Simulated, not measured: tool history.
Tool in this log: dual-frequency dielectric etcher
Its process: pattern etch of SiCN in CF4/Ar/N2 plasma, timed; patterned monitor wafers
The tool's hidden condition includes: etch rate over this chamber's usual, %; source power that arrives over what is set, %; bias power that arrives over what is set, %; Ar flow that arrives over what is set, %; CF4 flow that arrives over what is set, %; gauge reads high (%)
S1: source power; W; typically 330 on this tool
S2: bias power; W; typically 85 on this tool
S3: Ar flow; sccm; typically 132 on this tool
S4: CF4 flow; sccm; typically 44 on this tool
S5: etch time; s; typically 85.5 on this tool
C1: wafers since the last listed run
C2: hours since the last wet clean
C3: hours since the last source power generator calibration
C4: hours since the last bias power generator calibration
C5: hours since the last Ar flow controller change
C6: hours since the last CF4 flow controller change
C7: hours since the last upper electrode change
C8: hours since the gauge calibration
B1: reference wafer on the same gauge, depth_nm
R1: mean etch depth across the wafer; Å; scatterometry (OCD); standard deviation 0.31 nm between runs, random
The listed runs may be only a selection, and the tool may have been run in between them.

Run 1, hour 0.0: usual settings but S3 153 sccm; C1 0; C2 313.4; C3 2035.9; C4 2658.2; C5 3304.4; C6 3555.2; C7 5082.5; C8 1014.2; B1 43.7. Result: R1 503 Å.
Run 2, hour 39.1: usual settings but S3 156 sccm; C1 561; C2 352.5; C3 2075.0; C4 2697.3; C5 3343.5; C6 3594.3; C7 5121.6; C8 1053.3; B1 43.7. Result: R1 504 Å.
At hour 76.8: Ar flow controller replaced.
Run 3, hour 146.9: usual settings; C1 1461; C2 460.3; C3 2182.8; C4 2805.1; C5 70.1; C6 3702.1; C7 5229.4; C8 1161.1; B1 43.7. Result: R1 522 Å.
Run 4, hour 247.0: usual settings but S1 300 W; C1 1436; C2 560.4; C3 2282.9; C4 2905.2; C5 170.2; C6 3802.2; C7 5329.5; C8 1261.2; B1 43.7. Result: R1 498 Å.
At hour 285.9: wet clean of the chamber.
Run 5, hour 317.1: usual settings but S1 300 W; C1 661; C2 31.2; C3 2353.0; C4 2975.3; C5 240.3; C6 3872.3; C7 5399.6; C8 1331.3; B1 43.6. Result: R1 475 Å.
Run 6, hour 362.0: usual settings but S3 109 sccm; C1 644; C2 76.1; C3 2397.9; C4 3020.2; C5 285.2; C6 3917.2; C7 5444.5; C8 1376.2; B1 43.7. Result: R1 523 Å.
Run 7, hour 418.5: usual settings but S3 146 sccm, S4 51 sccm; C1 811; C2 132.6; C3 2454.4; C4 3076.7; C5 341.7; C6 3973.7; C7 5501.0; C8 1432.7; B1 43.7. Result: R1 503 Å.
At hour 429.2: source power generator calibrated.
Run 8, hour 515.7: usual settings but S1 300 W; C1 1337; C2 229.8; C3 86.5; C4 3173.9; C5 438.9; C6 4070.9; C7 5598.2; C8 1529.9; B1 43.7. Result: R1 476 Å.
Run 9, hour 581.1: usual settings but S1 310 W, S2 75 W, S4 33 sccm, S5 75.0 s; C1 938; C2 295.2; C3 151.9; C4 3239.3; C5 504.3; C6 4136.3; C7 5663.6; C8 1595.3; B1 43.7. Result: R1 391 Å.
At hour 591.0: bias power generator calibrated.
At hour 617.9: gauge calibrated.
Run 10, hour 685.6: usual settings; C1 1442; C2 399.7; C3 256.4; C4 94.6; C5 608.8; C6 4240.8; C7 5768.1; C8 67.7; B1 43.7. Result: R1 514 Å.
Run 11, hour 779.2: usual settings but S1 390 W; C1 1343; C2 493.3; C3 350.0; C4 188.2; C5 702.4; C6 4334.4; C7 5861.7; C8 161.3; B1 43.8. Result: R1 583 Å.
At hour 795.1: CF4 flow controller replaced.
At hour 877.5: upper electrode replaced.
Run 12, hour 878.0: usual settings but S2 77 W, S3 151 sccm, S4 35 sccm, S5 62.0 s; C1 987; C2 592.1; C3 448.8; C4 287.0; C5 801.2; C6 82.9; C7 0.5; C8 260.1; B1 43.7. Result: R1 344 Å.
Run 13, hour 920.0: usual settings but S5 64.5 s; C1 602; C2 634.1; C3 490.8; C4 329.0; C5 843.2; C6 124.9; C7 42.5; C8 302.1; B1 43.7. Result: R1 400 Å.
At hour 986.3: wet clean of the chamber.
Run 14, hour 986.8: usual settings; C1 614; C2 0.5; C3 557.6; C4 395.8; C5 910.0; C6 191.7; C7 109.3; C8 368.9; B1 43.7. Result: R1 509 Å.
Run 15, hour 1042.2: usual settings but S3 107 sccm; C1 795; C2 55.9; C3 613.0; C4 451.2; C5 965.4; C6 247.1; C7 164.7; C8 424.3; B1 43.7. Result: R1 527 Å.
Run 16, hour 1129.9: usual settings but S2 69 W, S5 77.0 s; C1 1258; C2 143.6; C3 700.7; C4 538.9; C5 1053.1; C6 334.8; C7 252.4; C8 512.0; B1 43.6. Result: R1 423 Å.
Run 17, hour 1175.0: usual settings but S2 95 W, S3 101 sccm, S4 48 sccm; C1 647; C2 188.7; C3 745.8; C4 584.0; C5 1098.2; C6 379.9; C7 297.5; C8 557.1; B1 43.7. Result: R1 574 Å.
Run 18, hour 1240.7: usual settings but S2 100 W, S4 39 sccm; C1 943; C2 254.4; C3 811.5; C4 649.7; C5 1163.9; C6 445.6; C7 363.2; C8 622.8; B1 43.6. Result: R1 549 Å.
Run 19, hour 1304.8: usual settings but S3 146 sccm, S4 36 sccm; C1 920; C2 318.5; C3 875.6; C4 713.8; C5 1228.0; C6 509.7; C7 427.3; C8 686.9; B1 43.7. Result: R1 495 Å.
Run 20, hour 1411.7: usual settings but S1 290 W, S2 91 W, S3 118 sccm, S5 100.5 s; C1 1534; C2 425.4; C3 982.5; C4 820.7; C5 1334.9; C6 616.6; C7 534.2; C8 793.8; B1 43.7. Result: R1 597 Å.
Run 21, hour 1496.6: usual settings but S1 380 W, S2 77 W, S3 145 sccm, S4 38 sccm; C1 1218; C2 510.3; C3 1067.4; C4 905.6; C5 1419.8; C6 701.5; C7 619.1; C8 878.7; B1 43.7. Result: R1 539 Å.

Same runs, no hidden state in the tool, same run-to-run variation:
run   R1
  1  491
  2  490
  3  504
  4  476
  5  479
  6  524
  7  503
  8  471
  9  385
 10  501
 11  564
 12  330
 13  383
 14  508
 15  523
 16  417
 17  563
 18  536
 19  481
 20  574
 21  516
